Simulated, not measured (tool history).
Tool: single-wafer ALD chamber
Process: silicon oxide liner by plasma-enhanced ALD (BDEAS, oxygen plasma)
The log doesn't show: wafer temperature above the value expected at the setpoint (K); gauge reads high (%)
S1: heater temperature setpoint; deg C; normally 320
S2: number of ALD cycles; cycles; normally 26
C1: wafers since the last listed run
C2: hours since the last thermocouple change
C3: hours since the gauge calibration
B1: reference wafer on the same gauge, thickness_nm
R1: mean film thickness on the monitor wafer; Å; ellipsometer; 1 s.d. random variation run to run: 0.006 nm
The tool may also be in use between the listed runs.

| run | day | S1 | S2 | C1 | C2 | C3 | B1 | R1 |
|---|---|---|---|---|---|---|---|---|
| 1 | 0.000 | 328 | 26 | 0 | 821.1 | 1347.9 | 2.848 | 23.72 |
|  | 0.038 | thermocouple changed; heater temperature recalibrated |
| 2 | 1.229 | 320 | 26 | 249 | 28.6 | 1377.4 | 2.852 | 23.85 |
| 3 | 3.708 | 310 | 22 | 519 | 88.1 | 1436.9 | 2.850 | 20.63 |
| 4 | 6.588 | 317 | 26 | 603 | 157.2 | 1506.0 | 2.851 | 24.08 |
| 5 | 8.225 | 317 | 26 | 343 | 196.5 | 1545.3 | 2.851 | 23.91 |
| 6 | 9.246 | 317 | 26 | 214 | 221.0 | 1569.8 | 2.850 | 24.18 |
| 7 | 10.512 | 320 | 26 | 265 | 251.4 | 1600.2 | 2.850 | 24.00 |
| 8 | 13.062 | 320 | 26 | 534 | 312.6 | 1661.4 | 2.849 | 23.95 |
| 9 | 15.775 | 320 | 26 | 568 | 377.7 | 1726.5 | 2.851 | 23.85 |
| 10 | 16.867 | 320 | 26 | 228 | 403.9 | 1752.7 | 2.848 | 23.86 |
| 11 | 19.692 | 320 | 26 | 592 | 471.7 | 1820.5 | 2.851 | 24.03 |
| 12 | 22.000 | 320 | 27 | 484 | 527.1 | 1875.9 | 2.850 | 24.94 |
| 13 | 23.708 | 320 | 27 | 358 | 568.1 | 1916.9 | 2.851 | 25.01 |
| 14 | 25.733 | 320 | 27 | 424 | 616.7 | 1965.5 | 2.853 | 25.03 |
| 15 | 27.262 | 320 | 26 | 320 | 653.4 | 2002.2 | 2.849 | 24.04 |
| 16 | 29.592 | 320 | 26 | 488 | 709.3 | 2058.1 | 2.848 | 24.06 |
| 17 | 32.388 | 320 | 24 | 586 | 776.4 | 2125.2 | 2.851 | 22.18 |
|  | 34.842 | thermocouple changed; heater temperature recalibrated |
| 18 | 39.704 | 320 | 24 | 1464 | 116.7 | 2300.8 | 2.852 | 22.21 |
| 19 | 41.933 | 326 | 26 | 467 | 170.2 | 2354.3 | 2.851 | 23.73 |
| 20 | 44.367 | 326 | 26 | 510 | 228.6 | 2412.7 | 2.851 | 23.77 |
| 21 | 45.508 | 312 | 26 | 239 | 256.0 | 2440.1 | 2.851 | 24.47 |

Estimate the outcome of run 22 from the log above:
| 22 | 48.062 | 326 | 28 | 535 | 317.3 | 2501.4 | ? | ? |

B1: 2.852
R1: 25.60 Å
Without the tool's hidden state the same run would have given R1 25.49 Å.
